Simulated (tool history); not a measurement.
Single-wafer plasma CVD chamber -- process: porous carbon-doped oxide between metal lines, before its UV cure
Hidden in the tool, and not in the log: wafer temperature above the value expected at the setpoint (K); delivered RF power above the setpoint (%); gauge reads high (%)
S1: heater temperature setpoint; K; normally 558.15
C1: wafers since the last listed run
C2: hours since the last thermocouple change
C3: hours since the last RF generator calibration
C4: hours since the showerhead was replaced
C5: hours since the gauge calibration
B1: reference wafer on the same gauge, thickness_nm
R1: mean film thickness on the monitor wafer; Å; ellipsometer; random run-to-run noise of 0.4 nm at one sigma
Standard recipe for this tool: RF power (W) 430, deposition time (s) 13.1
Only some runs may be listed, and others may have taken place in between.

Run 1, day 0.000: usual settings; C1 0; C2 1081.9; C3 477.9; C4 1671.8; C5 1311.9; B1 77.345. Result: R1 642.64 Å.
Run 2, day 2.167: usual settings; C1 1778; C2 1133.9; C3 529.9; C4 1723.8; C5 1363.9; B1 77.429. Result: R1 641.23 Å.
At day 11.454: thermocouple changed; heater temperature recalibrated.
Run 3, day 12.475: usual settings; C1 8186; C2 24.5; C3 777.3; C4 1971.2; C5 1611.3; B1 77.076. Result: R1 644.46 Å.
Run 4, day 14.100: usual settings but deposition time (s) 15.0; C1 1333; C2 63.5; C3 816.3; C4 2010.2; C5 1650.3; B1 77.185. Result: R1 730.39 Å.
At day 14.317: gauge calibrated.
Run 5, day 20.721: usual settings but deposition time (s) 15.0; C1 5433; C2 222.4; C3 975.2; C4 2169.1; C5 153.7; B1 80.614. Result: R1 762.25 Å.
Run 6, day 23.017: usual settings but RF power (W) 490, deposition time (s) 11.9; C1 1884; C2 277.5; C3 1030.3; C4 2224.2; C5 208.8; B1 80.187. Result: R1 651.38 Å.
Run 7, day 26.867: usual settings but S1 561.15 K; C1 3159; C2 369.9; C3 1122.7; C4 2316.6; C5 301.2; B1 79.662. Result: R1 644.42 Å.
Run 8, day 28.392: usual settings but S1 561.15 K; C1 1251; C2 406.5; C3 1159.3; C4 2353.2; C5 337.8; B1 79.418. Result: R1 647.39 Å.
Run 9, day 31.975: usual settings but S1 561.15 K; C1 2940; C2 492.5; C3 1245.3; C4 2439.2; C5 423.8; B1 78.927. Result: R1 645.44 Å.
At day 35.438: RF generator calibrated.
Run 10, day 36.033: usual settings; C1 3057; C2 589.9; C3 14.3; C4 2536.6; C5 521.2; B1 78.578. Result: R1 659.77 Å.
Run 11, day 40.204: usual settings; C1 3423; C2 690.0; C3 114.4; C4 2636.7; C5 621.3; B1 78.163. Result: R1 651.68 Å.
Run 12, day 44.412: usual settings but RF power (W) 370; C1 3453; C2 791.0; C3 215.4; C4 2737.7; C5 722.3; B1 77.922. Result: R1 601.11 Å.
Run 13, day 48.871: usual settings but RF power (W) 390; C1 3659; C2 898.0; C3 322.4; C4 2844.7; C5 829.3; B1 77.780. Result: R1 611.65 Å.
Run 14, day 52.600: usual settings but RF power (W) 390; C1 3060; C2 987.5; C3 411.9; C4 2934.2; C5 918.8; B1 77.601. Result: R1 610.54 Å.
Run 15, day 55.779: usual settings; C1 2609; C2 1063.8; C3 488.2; C4 3010.5; C5 995.1; B1 77.430. Result: R1 640.90 Å.
Run 16, day 57.600: usual settings but S1 544.15 K; C1 1494; C2 1107.5; C3 531.9; C4 3054.2; C5 1038.8; B1 77.331. Result: R1 718.33 Å.
At day 61.358: thermocouple changed; heater temperature recalibrated.
At day 68.983: showerhead replaced.
Run 17, day 69.304: usual settings but S1 545.15 K, RF power (W) 395, deposition time (s) 10.7; C1 9058; C2 190.7; C3 812.8; C4 7.7; C5 1319.7; B1 77.065. Result: R1 551.62 Å.
At day 70.617: gauge calibrated.
Run 18, day 73.538: usual settings but S1 561.15 K; C1 3474; C2 292.3; C3 914.4; C4 109.3; C5 70.1; B1 81.024. Result: R1 665.92 Å.
Run 19, day 81.900: usual settings but S1 565.15 K, RF power (W) 510, deposition time (s) 15.3; C1 6863; C2 493.0; C3 1115.1; C4 310.0; C5 270.8; B1 79.546. Result: R1 799.08 Å.
Run 20, day 83.896: usual settings but S1 571.15 K, RF power (W) 475, deposition time (s) 15.6; C1 1638; C2 540.9; C3 1163.0; C4 357.9; C5 318.7; B1 79.242. Result: R1 760.35 Å.
Run 21, day 85.742: usual settings but S1 545.15 K, RF power (W) 370; C1 1514; C2 585.2; C3 1207.3; C4 402.2; C5 363.0; B1 79.150. Result: R1 670.64 Å.
Run 22, day 87.812: usual settings but S1 572.15 K, deposition time (s) 11.2; C1 1699; C2 634.9; C3 1257.0; C4 451.9; C5 412.7; B1 78.845. Result: R1 513.00 Å.
Run 23, day 90.592: usual settings; C1 2280; C2 701.6; C3 1323.7; C4 518.6; C5 479.4; B1 78.523. Result: R1 650.09 Å.
At day 91.362: RF generator calibrated.
Run 24, day 94.188: usual settings; C1 2677; C2 787.9; C3 67.8; C4 604.9; C5 565.7; B1 78.151. Result: R1 654.41 Å.
Run 25, day 97.500: usual settings but S1 572.15 K, RF power (W) 510, deposition time (s) 11.5; C1 2718; C2 867.4; C3 147.3; C4 684.4; C5 645.2; B1 77.986. Result: R1 566.44 Å.
Run 26, day 100.017: usual settings but S1 546.15 K, RF power (W) 360; C1 2065; C2 927.8; C3 207.7; C4 744.8; C5 705.6; B1 77.745. Result: R1 647.55 Å.
Run 27, day 101.925: usual settings but RF power (W) 470; C1 1566; C2 973.6; C3 253.5; C4 790.6; C5 751.4; B1 77.758. Result: R1 685.99 Å.
Run 28, day 105.125: usual settings; C1 2626; C2 1050.4; C3 330.3; C4 867.4; C5 828.2; B1 77.514. Result: R1 647.91 Å.

Alternative continuations, all from the tool just after run 28; predict every row:
Run A, day 105.142: usual settings but RF power (W) 350; C1 13; C2 1050.8; C3 330.7; C4 867.8; C5 828.6; B1 ?. Result: R1 ?.
Run B, day 105.142: usual settings but S1 550.15 K, RF power (W) 470, deposition time (s) 13.9; C1 13; C2 1050.8; C3 330.7; C4 867.8; C5 828.6; B1 ?. Result: R1 ?.
Run C, day 105.142: usual settings but S1 564.15 K, RF power (W) 490, deposition time (s) 15.3; C1 13; C2 1050.8; C3 330.7; C4 867.8; C5 828.6; B1 ?. Result: R1 ?.
Run D, day 105.142: usual settings but S1 549.15 K, RF power (W) 395; C1 13; C2 1050.8; C3 330.7; C4 867.8; C5 828.6; B1 ?. Result: R1 ?.

run      B1      R1
  A  77.591  580.34
  B  77.591  760.92
  C  77.591  771.05
  D  77.591  659.63
Without the tool's hidden state the same runs would have given:
run      R1
  A  611.75
  B  802.11
  C  812.78
  D  695.34
